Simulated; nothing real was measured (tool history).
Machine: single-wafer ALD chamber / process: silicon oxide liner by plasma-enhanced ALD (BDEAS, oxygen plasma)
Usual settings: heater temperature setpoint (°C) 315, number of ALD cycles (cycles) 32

run	day	heater temperature setpoint (°C)	number of ALD cycles (cycles)	wafers since the last listed run	hours since the last thermocouple change	hours since the gauge calibration	read-back reference wafer on the same gauge, thickness_nm	mean film thickness on the monitor wafer (Å)
1	0.000	315	31	0	1068.5	813.8	2.559	28.92
2	1.475	315	32	275	1103.9	849.2	2.563	29.97
3	2.329	315	32	159	1124.4	869.7	2.561	30.02
4	3.421	315	32	203	1150.6	895.9	2.561	29.87
5	5.346	315	32	359	1196.8	942.1	2.559	29.94
6	6.738	315	32	259	1230.2	975.5	2.561	29.91
7	7.288	315	32	102	1243.4	988.7	2.561	29.89
8	7.804	315	32	96	1255.8	1001.1	2.558	29.94
9	8.562	315	32	141	1274.0	1019.3	2.562	29.81
10	10.579	315	32	376	1322.4	1067.7	2.561	29.97
11	11.279	315	32	130	1339.2	1084.5	2.559	30.02
12	12.638	315	32	253	1371.8	1117.1	2.559	29.92
13	13.875	315	30	230	1401.5	1146.8	2.561	28.12
# day 14.208: gauge calibrated
14	14.946	315	30	199	1427.2	17.7	2.559	28.00
15	16.183	315	32	230	1456.9	47.4	2.558	29.92
16	16.725	315	32	101	1469.9	60.4	2.560	29.92
17	17.804	315	32	201	1495.8	86.3	2.561	29.97
18	18.429	315	28	116	1510.8	101.3	2.561	26.11
19	19.129	315	28	130	1527.6	118.1	2.562	26.10
20	20.438	305	32	244	1559.0	149.5	2.562	30.26
21	21.383	305	32	176	1581.7	172.2	2.559	30.30
22	22.854	327	29	274	1617.0	207.5	2.562	26.76
23	24.229	311	37	256	1650.0	240.5	2.560	34.62
24	24.900	322	32	125	1666.1	256.6	2.560	29.61
25	25.942	306	32	194	1691.1	281.6	2.561	30.20
26	27.250	323	34	244	1722.5	313.0	2.560	31.49
27	28.204	311	37	178	1745.4	335.9	2.561	34.78
28	28.883	315	32	126	1761.7	352.2	2.560	30.06
29	30.083	307	26	223	1790.5	381.0	2.561	24.58
30	31.179	328	32	204	1816.8	407.3	2.559	29.37
# day 32.679: thermocouple changed; heater temperature recalibrated
31	32.700	319	28	221	0.5	443.8	2.558	25.97
32	33.567	315	32	161	21.3	464.6	2.558	29.87
33	34.846	315	38	238	52.0	495.3	2.562	35.43
34	35.788	315	29	175	74.6	517.9	2.561	26.99
35	37.150	305	36	254	107.3	550.6	2.560	34.05
36	37.871	315	32	134	124.6	567.9	2.559	29.96
37	38.971	304	32	205	151.0	594.3	2.560	30.33
38	39.546	301	28	107	164.8	608.1	2.560	26.62

What does the tool deliver on the next run?
39	40.725	302	35	220	193.1	636.4	?	?

Run 39 gave read-back reference wafer on the same gauge, thickness_nm 2.561, mean film thickness on the monitor wafer (Å) 33.29.
Had the tool carried no hidden state, the very same run would have given mean film thickness on the monitor wafer (Å) 33.29.
